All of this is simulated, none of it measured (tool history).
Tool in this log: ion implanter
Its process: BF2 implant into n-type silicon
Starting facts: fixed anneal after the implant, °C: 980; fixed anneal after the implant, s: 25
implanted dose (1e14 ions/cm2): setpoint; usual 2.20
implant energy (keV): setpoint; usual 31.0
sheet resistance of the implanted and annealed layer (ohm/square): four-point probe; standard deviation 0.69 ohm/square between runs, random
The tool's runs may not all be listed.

run,hour,implanted dose (1e14 ions/cm2),implant energy (keV),"read-back reference wafer on the same gauge, sheet resistance",sheet resistance of the implanted and annealed layer (ohm/square)
1,0.0,2.06,31.0,527.87,508.57
2,7.6,2.06,31.0,528.30,506.67
3,18.7,2.20,35.5,528.12,475.88
4,35.2,2.20,35.5,528.03,476.94
5,46.1,2.20,31.0,527.96,481.61
6,55.5,2.20,31.0,527.90,480.33
7,63.1,2.20,31.0,527.83,481.16
8,78.9,2.51,28.5,527.90,433.60
9,93.1,2.51,28.5,527.87,434.66
10,115.0,2.51,28.5,527.89,433.49
# hour 130.9: gauge calibrated
11,131.7,2.20,31.0,527.95,480.91
# hour 149.0: Faraday cup replaced and dose calibrated
12,149.5,2.20,31.0,528.09,462.86
13,153.4,2.81,34.0,528.08,376.04
14,167.0,2.20,31.0,528.30,463.02
15,181.6,2.50,31.0,528.01,416.63
16,197.1,2.20,26.5,528.25,468.52
17,217.5,1.56,21.0,527.93,640.25
# hour 231.0: extraction supply calibrated
18,231.5,2.20,31.0,528.07,466.74
19,245.2,2.57,24.0,527.86,415.95
20,253.2,2.20,31.0,527.98,465.03
21,259.9,2.76,41.5,527.97,379.64
22,266.8,2.20,26.0,528.17,471.77
23,276.2,1.91,42.0,528.13,508.68
24,286.3,2.55,34.0,528.03,410.23
25,293.7,1.85,21.5,527.92,553.46

Predict each of these 3 candidate next runs independently; none follows another, all start after run 25:
A,294.1,2.20,31.0,?,?
B,294.1,1.92,24.5,?,?
C,294.1,2.62,35.0,?,?

run,"read-back reference wafer on the same gauge, sheet resistance",sheet resistance of the implanted and annealed layer (ohm/square)
A,527.97,466.72
B,527.97,531.05
C,527.97,401.81
Take away the tool's hidden state, keep each run's random variation, and the runs would have read:
run,sheet resistance of the implanted and annealed layer (ohm/square)
A,461.26
B,524.61
C,397.01

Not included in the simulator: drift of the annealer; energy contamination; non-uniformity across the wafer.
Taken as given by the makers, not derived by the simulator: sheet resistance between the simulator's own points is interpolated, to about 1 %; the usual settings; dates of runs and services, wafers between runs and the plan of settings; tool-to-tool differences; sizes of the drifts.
